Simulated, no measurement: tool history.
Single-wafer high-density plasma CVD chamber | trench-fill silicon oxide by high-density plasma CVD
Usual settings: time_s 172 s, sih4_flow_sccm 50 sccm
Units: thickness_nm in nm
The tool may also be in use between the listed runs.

run,hour,time_s,sih4_flow_sccm,"read-back reference wafer on the same gauge, thickness_nm",thickness_nm
1,0.0,159,50,832.147,845.069
# hour 8.4: silane flow controller replaced
2,87.8,172,50,832.596,884.355
3,164.3,172,50,832.562,888.135
4,241.1,172,50,832.230,892.786
5,321.8,172,50,832.626,890.952
6,394.1,172,50,832.473,895.291
7,459.7,148,50,832.119,772.859
8,552.5,180,50,831.861,938.755
9,597.7,180,50,832.019,945.808
10,704.6,180,50,832.181,938.080
11,812.4,172,45,832.121,818.148
12,898.6,172,45,832.592,812.277
13,989.8,172,45,832.225,818.513
14,1041.9,188,56,831.575,1113.673
15,1120.1,188,56,832.275,1114.904
16,1156.4,147,50,831.846,778.154
17,1228.5,147,50,833.018,777.427
# hour 1268.0: gauge calibrated
18,1319.8,172,50,831.953,905.865
19,1368.6,150,50,831.039,792.252
20,1475.2,172,42,831.930,765.163
21,1534.2,186,53,831.721,1042.624
22,1616.5,202,42,832.304,907.372
23,1697.1,172,50,831.931,922.659
24,1754.2,172,50,832.354,909.260
25,1814.5,172,50,832.204,911.705
# hour 1916.8: silane flow controller replaced
26,1920.6,142,46,831.650,677.122
27,1986.3,172,50,831.543,891.796
28,2029.1,172,50,832.603,890.206
29,2101.6,140,45,832.345,653.071
30,2206.7,198,56,831.620,1162.386
31,2264.3,205,40,831.658,859.999
32,2395.5,199,54,832.089,1119.794
33,2463.1,172,50,832.748,899.664
34,2568.0,172,54,831.965,982.972
35,2667.0,154,55,831.811,905.906
36,2756.4,153,54,832.298,873.724
37,2835.8,158,47,832.394,785.855
38,2899.5,172,50,831.313,919.993
39,2969.5,203,58,831.308,1257.597
40,3028.8,152,59,832.392,954.241

The same runs without the tool's hidden state, with the same run-to-run variation:
The hidden state here: delivered silane flow above the setpoint (%); gauge reads high (%).
run,thickness_nm
1,814.477
2,885.155
3,885.497
4,887.023
5,882.284
6,884.224
7,761.631
8,922.541
9,928.324
10,918.315
11,799.072
12,792.062
13,796.939
14,1083.471
15,1083.501
16,755.887
17,754.537
18,878.342
19,767.820
20,740.879
21,1009.071
22,877.661
23,891.992
24,878.749
25,880.828
26,675.072
27,885.815
28,882.263
29,644.987
30,1142.865
31,843.703
32,1093.758
33,877.013
34,955.617
35,878.726
36,846.004
37,759.852
38,888.640
39,1213.489
40,920.037

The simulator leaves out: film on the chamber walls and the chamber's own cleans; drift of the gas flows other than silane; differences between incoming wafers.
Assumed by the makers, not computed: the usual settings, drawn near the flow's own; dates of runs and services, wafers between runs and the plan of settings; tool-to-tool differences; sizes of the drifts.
